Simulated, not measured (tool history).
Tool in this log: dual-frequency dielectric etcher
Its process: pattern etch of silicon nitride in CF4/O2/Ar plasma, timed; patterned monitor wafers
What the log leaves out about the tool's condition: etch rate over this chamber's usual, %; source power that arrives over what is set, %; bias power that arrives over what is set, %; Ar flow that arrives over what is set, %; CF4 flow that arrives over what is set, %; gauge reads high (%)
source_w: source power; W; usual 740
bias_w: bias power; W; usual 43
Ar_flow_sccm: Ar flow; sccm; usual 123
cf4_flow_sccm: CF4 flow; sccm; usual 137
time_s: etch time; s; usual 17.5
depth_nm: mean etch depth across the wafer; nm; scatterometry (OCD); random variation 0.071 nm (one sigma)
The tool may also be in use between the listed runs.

run   hour  source_w  bias_w  Ar_flow_sccm  cf4_flow_sccm  time_s  wafers since the last listed run  hours since the last wet clean  hours since the last source power generator calibration  hours since the last bias power generator calibration  hours since the last Ar flow controller change  hours since the last CF4 flow controller change  hours since the last upper electrode change  hours since the gauge calibration  read-back reference wafer on the same gauge, depth_nm  depth_nm
  1      0       790      43           110            137    17.5                                 0                           160.7                                                   4015.7                                                 2410.1                                          4908.6                                           4553.8                                       5843.2                              170.8                                                   49.6     50.28
  2   33.1       790      43           110            137    17.5                               406                           193.8                                                   4048.8                                                 2443.2                                          4941.7                                           4586.9                                       5876.3                              203.9                                                  49.62     50.22
  3   51.8       790      43           110            137    17.5                               229                           212.5                                                   4067.5                                                 2461.9                                          4960.4                                           4605.6                                         5895                              222.6                                                  49.59     50.24
  4   84.5       740      43           123            137    17.5                               402                           245.2                                                   4100.2                                                 2494.6                                          4993.1                                           4638.3                                       5927.7                              255.3                                                  49.59     47.23
  5  111.2       740      43           123            137    17.5                               328                           271.9                                                   4126.9                                                 2521.3                                          5019.8                                             4665                                       5954.4                                282                                                  49.62     47.16
     137.5  -- source power generator calibrated
     139.1  -- bias power generator calibrated
  6  139.6       740      43           123            162    17.5                               280                           300.3                                                      2.1                                                    0.5                                          5048.2                                           4693.4                                       5982.8                              310.4                                                   49.6     48.33
     180.2  -- upper electrode replaced
  7  180.7       740      43           123            137    17.5                               210                           341.4                                                     43.2                                                   41.6                                          5089.3                                           4734.5                                          0.5                              351.5                                                  49.59     47.01
  8    181       740      43           135            137    20.5                                 3                           341.7                                                     43.5                                                   41.9                                          5089.6                                           4734.8                                          0.8                              351.8                                                  49.59     54.69
     199.1  -- CF4 flow controller replaced
     202.6  -- Ar flow controller replaced
  9  203.1       890      43           100            120    17.5                               154                           363.8                                                     65.6                                                     64                                             0.5                                                4                                         22.9                              373.9                                                  49.61     54.41
 10  219.1       740      43           123            127    17.5                               196                           379.8                                                     81.6                                                     80                                            16.5                                               20                                         38.9                              389.9                                                   49.6     46.51
     242.2  -- gauge calibrated
 11  252.6       740      43           123            137    17.5                               411                           413.3                                                    115.1                                                  113.5                                              50                                             53.5                                         72.4                               10.4                                                  49.59     47.13
     289.4  -- wet clean of the chamber
 12  289.9       740      43           123            137    17.5                               163                             0.5                                                    152.4                                                  150.8                                            87.3                                             90.8                                        109.7                               47.7                                                   49.6     47.38
 13  290.2       740      33           123            155      21                                 3                             0.8                                                    152.7                                                  151.1                                            87.6                                             91.1                                          110                                 48                                                   49.6     54.66
 14  300.4       740      50           139            124    15.5                               125                              11                                                    162.9                                                  161.3                                            97.8                                            101.3                                        120.2                               58.2                                                   49.6     42.12
 15  403.8       740      43            95            137      16                              1271                           114.4                                                    266.3                                                  264.7                                           201.2                                            204.7                                        223.6                              161.6                                                   49.6     44.27

Branching from run 15: 3 alternative next runs. What would each branch give?
  A  404.2       820      43           123            137    17.5                                 4                           114.8                                                    266.7                                                  265.1                                           201.6                                            205.1                                          224                                162                                                      ?         ?
  B  404.2       740      43           153            159    17.5                                 4                           114.8                                                    266.7                                                  265.1                                           201.6                                            205.1                                          224                                162                                                      ?         ?
  C  404.2       740      43           151            137    14.5                                 4                           114.8                                                    266.7                                                  265.1                                           201.6                                            205.1                                          224                                162                                                      ?         ?

run  read-back reference wafer on the same gauge, depth_nm  depth_nm
  A                                                  49.58      51.1
  B                                                  49.58     47.07
  C                                                  49.58     38.25
What these runs would have given with no unlogged condition in the tool:
run  depth_nm
  A     51.32
  B     47.27
  C     38.41
